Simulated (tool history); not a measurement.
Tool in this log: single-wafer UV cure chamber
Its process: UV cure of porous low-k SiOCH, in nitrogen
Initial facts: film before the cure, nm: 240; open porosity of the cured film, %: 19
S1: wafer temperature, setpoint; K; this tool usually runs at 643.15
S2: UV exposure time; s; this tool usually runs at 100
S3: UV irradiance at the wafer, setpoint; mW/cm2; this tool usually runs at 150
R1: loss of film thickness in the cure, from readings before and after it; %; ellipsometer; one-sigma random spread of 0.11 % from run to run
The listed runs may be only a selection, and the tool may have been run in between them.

run,day,S1,S2,S3,R1
1,0,643.15,100,150,7.89
# day 2.088: quartz window cleaned
2,3.304,643.15,100,150,8.438
3,5.688,643.15,100,150,8.269
# day 8.133: UV bulbs replaced
4,8.675,643.15,100,150,9.078
5,11.562,643.15,100,150,9.089
6,13.904,651.15,100,150,8.912
7,17.075,643.15,100,150,8.468
8,21.525,643.15,100,150,8.01
# day 23.117: quartz window cleaned
9,23.138,643.15,100,150,8.485
10,27.254,643.15,85,160,8.112
11,31.617,643.15,85,160,8.143
12,33.458,643.15,85,160,7.992
13,36.046,643.15,100,121,7.305
14,38.038,643.15,100,121,7.508
15,39.712,643.15,100,121,7.294
# day 43.121: quartz window cleaned
16,43.592,643.15,100,150,8.5
# day 45.358: UV bulbs replaced
17,46.988,643.15,100,150,9.273
18,51.05,643.15,100,150,8.686
19,53.475,643.15,100,183,9.754
20,57.067,662.15,120,120,8.617
21,60.671,663.15,80,114,6.516
22,63.329,643.15,100,150,8.071
23,66.692,626.15,130,186,9.392
# day 68.125: quartz window cleaned
24,70.071,650.15,45,129,5.058
25,71.933,643.15,140,150,9.959
26,74.954,623.15,60,190,6.92
27,77.375,643.15,100,150,8.456
28,81.433,643.15,100,179,8.856
29,84.829,643.15,100,150,7.893
# day 87.058: UV bulbs replaced
30,89.071,653.15,65,168,7.372
# day 89.604: quartz window cleaned
31,94.512,643.15,60,136,6.391
32,101.517,643.15,100,150,8.377
33,103.317,654.15,100,116,7.312
34,106.433,659.15,140,167,10.234
35,109.058,643.15,100,150,8.149
# day 110.017: quartz window cleaned
36,112.746,643.15,125,133,8.917

Here are 5 independent what-if runs from the current tool condition. What would each one return?
A,112.767,634.15,100,150,?
B,112.767,631.15,100,186,?
C,112.767,661.15,100,131,?
D,112.767,625.15,150,182,?
E,112.767,637.15,100,120,?

run,R1
A,8.461
B,9.309
C,8.364
D,10.861
E,7.6
The same runs, with their run-to-run variation unchanged, on a tool lacking any hidden condition would have given:
run,R1
A,9.323
B,10.192
C,9.223
D,11.783
E,8.44
